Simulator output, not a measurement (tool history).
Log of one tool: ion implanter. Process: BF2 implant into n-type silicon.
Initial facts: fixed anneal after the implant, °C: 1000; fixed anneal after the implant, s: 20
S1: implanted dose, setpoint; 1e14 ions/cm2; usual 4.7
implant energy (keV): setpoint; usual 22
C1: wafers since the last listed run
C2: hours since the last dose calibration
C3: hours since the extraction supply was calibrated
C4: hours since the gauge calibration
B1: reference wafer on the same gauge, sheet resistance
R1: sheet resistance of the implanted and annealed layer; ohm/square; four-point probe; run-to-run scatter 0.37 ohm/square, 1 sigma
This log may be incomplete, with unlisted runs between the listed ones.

Run 1, day 0: usual settings but implant energy (keV) 25; C1 0; C2 1961.3; C3 3399.9; C4 130; B1 262.88. Result: R1 242.51 ohm/square.
Run 2, day 0.638: usual settings but implant energy (keV) 25; C1 218; C2 1976.6; C3 3415.2; C4 145.3; B1 262.6. Result: R1 243.12 ohm/square.
Run 3, day 1.033: usual settings but implant energy (keV) 25; C1 135; C2 1986.1; C3 3424.7; C4 154.8; B1 262.65. Result: R1 242.85 ohm/square.
Run 4, day 1.342: usual settings but S1 5.2 1e14 ions/cm2; C1 105; C2 1993.5; C3 3432.1; C4 162.2; B1 262.75. Result: R1 232.02 ohm/square.
Run 5, day 1.762: usual settings but implant energy (keV) 25.5; C1 144; C2 2003.6; C3 3442.2; C4 172.3; B1 262.51. Result: R1 241.46 ohm/square.
Run 6, day 2.308: usual settings; C1 187; C2 2016.7; C3 3455.3; C4 185.4; B1 262.59. Result: R1 248.44 ohm/square.
Run 7, day 2.617: usual settings; C1 105; C2 2024.1; C3 3462.7; C4 192.8; B1 262.6. Result: R1 248.51 ohm/square.
Run 8, day 3.358: usual settings but S1 5.47 1e14 ions/cm2; C1 254; C2 2041.9; C3 3480.5; C4 210.6; B1 262.23. Result: R1 224.84 ohm/square.
Run 9, day 3.896: usual settings but S1 5.36 1e14 ions/cm2, implant energy (keV) 24; C1 184; C2 2054.8; C3 3493.4; C4 223.5; B1 262.5. Result: R1 222.8 ohm/square.
Run 10, day 4.25: usual settings but S1 5.36 1e14 ions/cm2, implant energy (keV) 24; C1 121; C2 2063.3; C3 3501.9; C4 232; B1 262.32. Result: R1 223.54 ohm/square.
Run 11, day 4.854: usual settings but S1 5.36 1e14 ions/cm2, implant energy (keV) 24; C1 206; C2 2077.8; C3 3516.4; C4 246.5; B1 262.11. Result: R1 221.79 ohm/square.
Run 12, day 5.388: usual settings; C1 182; C2 2090.6; C3 3529.2; C4 259.3; B1 261.86. Result: R1 248.23 ohm/square.
At day 5.979: Faraday cup replaced and dose calibrated.
Run 13, day 6.775: usual settings but S1 5.7 1e14 ions/cm2, implant energy (keV) 14.5; C1 361; C2 19.1; C3 3562.5; C4 292.6; B1 261.62. Result: R1 245.45 ohm/square.
Run 14, day 7.133: usual settings; C1 122; C2 27.7; C3 3571.1; C4 301.2; B1 261.64. Result: R1 247.48 ohm/square.
At day 7.479: extraction supply calibrated.
Run 15, day 7.5: usual settings but S1 5.84 1e14 ions/cm2, implant energy (keV) 26; C1 11; C2 36.5; C3 0.5; C4 310; B1 261.51. Result: R1 206.17 ohm/square.
Run 16, day 7.867: usual settings but S1 5.07 1e14 ions/cm2; C1 125; C2 45.3; C3 9.3; C4 318.8; B1 261.34. Result: R1 234.51 ohm/square.
Run 17, day 8.438: usual settings but S1 3.9 1e14 ions/cm2, implant energy (keV) 24.5; C1 195; C2 59; C3 23; C4 332.5; B1 261.3. Result: R1 280.52 ohm/square.
Run 18, day 9: usual settings but S1 5.23 1e14 ions/cm2, implant energy (keV) 27.5; C1 192; C2 72.5; C3 36.5; C4 346; B1 260.99. Result: R1 219.31 ohm/square.
Run 19, day 9.346: usual settings but S1 5.27 1e14 ions/cm2; C1 118; C2 80.8; C3 44.8; C4 354.3; B1 260.77. Result: R1 228.96 ohm/square.
At day 9.967: gauge calibrated.
Run 20, day 11.025: usual settings; C1 575; C2 121.1; C3 85.1; C4 25.4; B1 263.05. Result: R1 248.95 ohm/square.
Run 21, day 11.721: usual settings but S1 3.48 1e14 ions/cm2; C1 238; C2 137.8; C3 101.8; C4 42.1; B1 263.28. Result: R1 313.24 ohm/square.
Run 22, day 11.975: usual settings but S1 3.9 1e14 ions/cm2, implant energy (keV) 24.5; C1 87; C2 143.9; C3 107.9; C4 48.2; B1 263.16. Result: R1 281.6 ohm/square.
Run 23, day 12.462: usual settings but S1 3.7 1e14 ions/cm2; C1 167; C2 155.6; C3 119.6; C4 59.9; B1 263.13. Result: R1 298.33 ohm/square.
Run 24, day 12.738: usual settings; C1 94; C2 162.2; C3 126.2; C4 66.5; B1 263.12. Result: R1 248.66 ohm/square.

Branching from run 24: 3 alternative next runs. What would each branch give?
Run A, day 12.754: usual settings but implant energy (keV) 28.5; C1 5; C2 162.6; C3 126.6; C4 66.9; B1 ?. Result: R1 ?.
Run B, day 12.754: usual settings but S1 3.55 1e14 ions/cm2, implant energy (keV) 17; C1 5; C2 162.6; C3 126.6; C4 66.9; B1 ?. Result: R1 ?.
Run C, day 12.754: usual settings but S1 3.52 1e14 ions/cm2, implant energy (keV) 29; C1 5; C2 162.6; C3 126.6; C4 66.9; B1 ?. Result: R1 ?.

run      B1      R1
  A  263.02  237.56
  B  263.02  319.21
  C  263.02   300.9
Take away the tool's hidden state, keep each run's random variation, and the runs would have read:
run      R1
  A  237.52
  B  319.15
  C  300.84
